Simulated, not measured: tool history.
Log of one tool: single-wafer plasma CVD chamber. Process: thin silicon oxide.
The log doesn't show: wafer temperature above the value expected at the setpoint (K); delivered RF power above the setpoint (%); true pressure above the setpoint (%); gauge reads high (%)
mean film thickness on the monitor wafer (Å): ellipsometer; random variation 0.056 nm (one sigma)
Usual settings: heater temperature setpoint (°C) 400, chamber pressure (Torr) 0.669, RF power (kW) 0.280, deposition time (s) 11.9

run	day	heater temperature setpoint (°C)	chamber pressure (Torr)	RF power (kW)	deposition time (s)	wafers since the last listed run	hours since the last thermocouple change	hours since the last RF generator calibration	hours since the last manometer calibration	hours since the showerhead was replaced	hours since the gauge calibration	read-back reference wafer on the same gauge, thickness_nm	mean film thickness on the monitor wafer (Å)
1	0.000	400	0.733	0.255	11.9	0	336.1	36.9	1817.3	4670.3	573.7	15.109	169.12
2	4.304	400	0.669	0.280	11.9	3163	439.4	140.2	1920.6	4773.6	677.0	15.090	161.95
3	8.071	400	0.669	0.280	10.7	2768	529.8	230.6	2011.0	4864.0	767.4	15.107	146.20
4	11.854	400	0.669	0.280	10.7	2780	620.6	321.4	2101.8	4954.8	858.2	15.096	146.43
5	13.550	400	0.669	0.280	10.7	1246	661.3	362.1	2142.5	4995.5	898.9	15.099	145.28
6	17.058	400	0.669	0.280	10.2	2578	745.5	446.3	2226.7	5079.7	983.1	15.117	138.83
7	27.354	400	0.669	0.280	11.9	7567	992.6	693.4	2473.8	5326.8	1230.2	15.102	163.89
8	31.675	400	0.669	0.280	11.9	3175	1096.3	797.1	2577.5	5430.5	1333.9	15.102	163.62
# day 32.817: thermocouple changed; heater temperature recalibrated
9	35.754	400	0.669	0.280	12.8	2753	70.5	895.0	2675.4	5528.4	1431.8	15.112	176.78
10	40.021	400	0.669	0.280	11.9	3135	172.9	997.4	2777.8	5630.8	1534.2	15.109	164.04
11	42.238	400	0.669	0.280	11.9	1629	226.1	1050.6	2831.0	5684.0	1587.4	15.113	164.01
# day 43.492: capacitance manometer re-zeroed and calibrated
12	47.783	400	0.669	0.280	11.9	3831	359.2	1183.7	103.0	5817.1	1720.5	15.093	156.81
13	51.850	400	0.669	0.280	11.9	2988	456.8	1281.3	200.6	5914.7	1818.1	15.098	156.79
14	55.492	400	0.669	0.280	13.1	2676	544.2	1368.7	288.0	6002.1	1905.5	15.112	172.98
15	57.138	400	0.669	0.280	11.9	1209	583.7	1408.2	327.5	6041.6	1945.0	15.108	157.05
16	59.133	400	0.669	0.280	11.9	1466	631.6	1456.1	375.4	6089.5	1992.9	15.094	157.51
# day 59.783: showerhead replaced, of another model than before
# day 62.762: gauge calibrated
17	63.067	400	0.519	0.280	12.6	2645	726.0	1550.5	469.8	78.8	7.3	15.092	137.18
18	64.938	400	0.549	0.245	11.9	1375	770.9	1595.4	514.7	123.7	52.2	15.099	123.57
19	66.908	407	0.749	0.280	11.0	1448	818.2	1642.7	562.0	171.0	99.5	15.101	157.39
20	69.954	387	0.774	0.230	10.3	2238	891.3	1715.8	635.1	244.1	172.6	15.109	134.05
# day 73.488: RF generator calibrated
21	73.508	400	0.669	0.280	11.9	2367	976.6	0.5	720.4	329.4	257.9	15.106	158.56
# day 75.850: thermocouple changed; heater temperature recalibrated
22	77.133	400	0.669	0.325	11.9	2419	30.8	87.5	807.4	416.4	344.9	15.111	171.77
23	80.612	392	0.669	0.295	11.9	2557	114.3	171.0	890.9	499.9	428.4	15.102	164.18
24	83.808	407	0.749	0.280	11.0	2348	191.0	247.7	967.6	576.6	505.1	15.111	158.55
25	88.225	400	0.669	0.280	11.9	3246	297.0	353.7	1073.6	682.6	611.1	15.104	159.10
26	90.688	400	0.669	0.280	12.6	1809	356.1	412.8	1132.7	741.7	670.2	15.085	167.47
27	94.738	400	0.669	0.280	11.9	2976	453.3	510.0	1229.9	838.9	767.4	15.097	159.48
28	98.083	407	0.669	0.255	12.7	2459	533.6	590.3	1310.2	919.2	847.7	15.121	159.21
29	100.692	400	0.598	0.280	11.9	1917	596.2	652.9	1372.8	981.8	910.3	15.099	146.20

What the log doesn't show, run by run:
wafer temperature above the value expected at the setpoint (K): 0 in every run
delivered RF power above the setpoint (%): 0 in every run
gauge reads high (%): 0 in every run
H1: true pressure above the setpoint (%)
run	H1
1	3.55
2	3.72
3	3.87
4	4.02
5	4.09
6	4.23
7	4.64
8	4.81
9	4.98
10	5.15
11	5.23
12	0.0342
13	0.196
14	0.341
15	0.407
16	0.486
17	0.643
18	0.717
19	0.796
20	0.917
21	1.06
22	1.2
23	1.34
24	1.47
25	1.64
26	1.74
27	1.9
28	2.04
29	2.14

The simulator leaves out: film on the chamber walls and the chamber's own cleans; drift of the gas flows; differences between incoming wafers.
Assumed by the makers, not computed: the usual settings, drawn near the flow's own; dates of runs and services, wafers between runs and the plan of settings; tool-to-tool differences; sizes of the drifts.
